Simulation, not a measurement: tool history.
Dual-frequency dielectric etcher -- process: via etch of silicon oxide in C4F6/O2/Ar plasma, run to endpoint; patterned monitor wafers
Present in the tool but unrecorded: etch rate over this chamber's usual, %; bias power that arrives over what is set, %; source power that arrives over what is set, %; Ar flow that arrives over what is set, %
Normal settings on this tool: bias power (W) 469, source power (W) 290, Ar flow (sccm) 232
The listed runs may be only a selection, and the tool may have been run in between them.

| run | hour | bias power (W) | source power (W) | Ar flow (sccm) | wafers since the last listed run | hours since the last wet clean | hours since the last bias power generator calibration | hours since the last source power generator calibration | hours since the last Ar flow controller change | hours since the last upper electrode change | incoming incoming film thickness, nm | endpoint time (s) |
|---|---|---|---|---|---|---|---|---|---|---|---|---|
| 1 | 0 | 469 | 290 | 207 | 0 | 457.5 | 53 | 4315.3 | 2029.6 | 4463.4 | 200.8 | 53.4 |
| 2 | 39.5 | 469 | 290 | 207 | 752 | 497 | 92.5 | 4354.8 | 2069.1 | 4502.9 | 199.9 | 53.2 |
|  | 81.8 | wet clean of the chamber |
| 3 | 88 | 469 | 290 | 205 | 466 | 6.2 | 141 | 4403.3 | 2117.6 | 4551.4 | 198.2 | 55.5 |
| 4 | 152.9 | 469 | 290 | 232 | 1236 | 71.1 | 205.9 | 4468.2 | 2182.5 | 4616.3 | 202.2 | 56.4 |
| 5 | 211.6 | 469 | 290 | 232 | 1118 | 129.8 | 264.6 | 4526.9 | 2241.2 | 4675 | 200.8 | 55.8 |
|  | 253.2 | source power generator calibrated |
| 6 | 253.7 | 469 | 290 | 232 | 725 | 171.9 | 306.7 | 0.5 | 2283.3 | 4717.1 | 199.4 | 54.5 |
| 7 | 331.9 | 558 | 260 | 194 | 1490 | 250.1 | 384.9 | 78.7 | 2361.5 | 4795.3 | 200.4 | 50.8 |
| 8 | 377.7 | 517 | 250 | 253 | 872 | 295.9 | 430.7 | 124.5 | 2407.3 | 4841.1 | 201.9 | 55.2 |
| 9 | 435 | 439 | 340 | 274 | 1091 | 353.2 | 488 | 181.8 | 2464.6 | 4898.4 | 199.9 | 53.8 |
|  | 463.2 | upper electrode replaced |
| 10 | 477.6 | 366 | 220 | 269 | 354 | 395.8 | 530.6 | 224.4 | 2507.2 | 14.4 | 200.9 | 69.7 |
| 11 | 531.3 | 469 | 270 | 232 | 1023 | 449.5 | 584.3 | 278.1 | 2560.9 | 68.1 | 199.1 | 55.2 |
|  | 587.3 | wet clean of the chamber |
| 12 | 587.8 | 469 | 290 | 232 | 619 | 0.5 | 640.8 | 334.6 | 2617.4 | 124.6 | 199.6 | 55.1 |
| 13 | 630.4 | 546 | 240 | 261 | 811 | 43.1 | 683.4 | 377.2 | 2660 | 167.2 | 200.3 | 54.6 |
| 14 | 669.2 | 469 | 250 | 232 | 739 | 81.9 | 722.2 | 416 | 2698.8 | 206 | 202.4 | 58.9 |
| 15 | 726.1 | 405 | 290 | 268 | 1084 | 138.8 | 779.1 | 472.9 | 2755.7 | 262.9 | 200.8 | 60.4 |
| 16 | 796.2 | 469 | 290 | 232 | 1335 | 208.9 | 849.2 | 543 | 2825.8 | 333 | 199.6 | 53.8 |
| 17 | 853.9 | 469 | 290 | 232 | 1099 | 266.6 | 906.9 | 600.7 | 2883.5 | 390.7 | 198.9 | 53.7 |
| 18 | 881.4 | 469 | 320 | 213 | 523 | 294.1 | 934.4 | 628.2 | 2911 | 418.2 | 201.8 | 52.4 |
|  | 916.1 | Ar flow controller replaced |
| 19 | 923.9 | 469 | 290 | 232 | 695 | 336.6 | 976.9 | 670.7 | 7.8 | 460.7 | 198.3 | 52.9 |
| 20 | 970.3 | 548 | 320 | 232 | 884 | 383 | 1023.3 | 717.1 | 54.2 | 507.1 | 201.4 | 47.6 |
| 21 | 1010.1 | 469 | 290 | 255 | 758 | 422.8 | 1063.1 | 756.9 | 94 | 546.9 | 198.5 | 53.6 |
|  | 1054 | wet clean of the chamber |
| 22 | 1054.5 | 469 | 290 | 232 | 388 | 0.5 | 1107.5 | 801.3 | 138.4 | 591.3 | 202 | 55.7 |
| 23 | 1099.9 | 408 | 330 | 250 | 865 | 45.9 | 1152.9 | 846.7 | 183.8 | 636.7 | 199.6 | 58 |
| 24 | 1160.9 | 469 | 290 | 255 | 1162 | 106.9 | 1213.9 | 907.7 | 244.8 | 697.7 | 198.4 | 55.4 |
| 25 | 1290.9 | 419 | 320 | 180 | 2477 | 236.9 | 1343.9 | 1037.7 | 374.8 | 827.7 | 201.4 | 55 |
| 26 | 1324.7 | 469 | 290 | 181 | 644 | 270.7 | 1377.7 | 1071.5 | 408.6 | 861.5 | 198.3 | 53.1 |
| 27 | 1375.1 | 536 | 290 | 232 | 960 | 321.1 | 1428.1 | 1121.9 | 459 | 911.9 | 197.6 | 49.2 |
| 28 | 1433.2 | 402 | 250 | 232 | 1107 | 379.2 | 1486.2 | 1180 | 517.1 | 970 | 200.5 | 61.3 |
| 29 | 1466.6 | 569 | 260 | 260 | 636 | 412.6 | 1519.6 | 1213.4 | 550.5 | 1003.4 | 199.1 | 49.5 |

Hidden state, per run?
source power that arrives over what is set, %: 0 on each run
Ar flow that arrives over what is set, %: 0 on each run
H1: etch rate over this chamber's usual, %
H2: bias power that arrives over what is set, %
| run | H1 | H2 |
|---|---|---|
| 1 | 4.47 | -0.487 |
| 2 | 4.9 | -0.483 |
| 3 | -0.443 | -0.476 |
| 4 | 0.263 | -0.462 |
| 5 | 0.902 | -0.445 |
| 6 | 1.36 | -0.43 |
| 7 | 2.21 | -0.396 |
| 8 | 2.71 | -0.373 |
| 9 | 3.33 | -0.341 |
| 10 | 3.8 | -0.314 |
| 11 | 4.38 | -0.276 |
| 12 | 0.533 | -0.233 |
| 13 | 0.996 | -0.198 |
| 14 | 1.42 | -0.165 |
| 15 | 2.04 | -0.112 |
| 16 | 2.8 | -0.0407 |
| 17 | 3.43 | 0.0222 |
| 18 | 3.73 | 0.0536 |
| 19 | 4.19 | 0.104 |
| 20 | 4.69 | 0.162 |
| 21 | 5.13 | 0.213 |
| 22 | -0.267 | 0.273 |
| 23 | 0.227 | 0.337 |
| 24 | 0.89 | 0.426 |
| 25 | 2.3 | 0.633 |
| 26 | 2.67 | 0.69 |
| 27 | 3.22 | 0.778 |
| 28 | 3.85 | 0.883 |
| 29 | 4.22 | 0.945 |
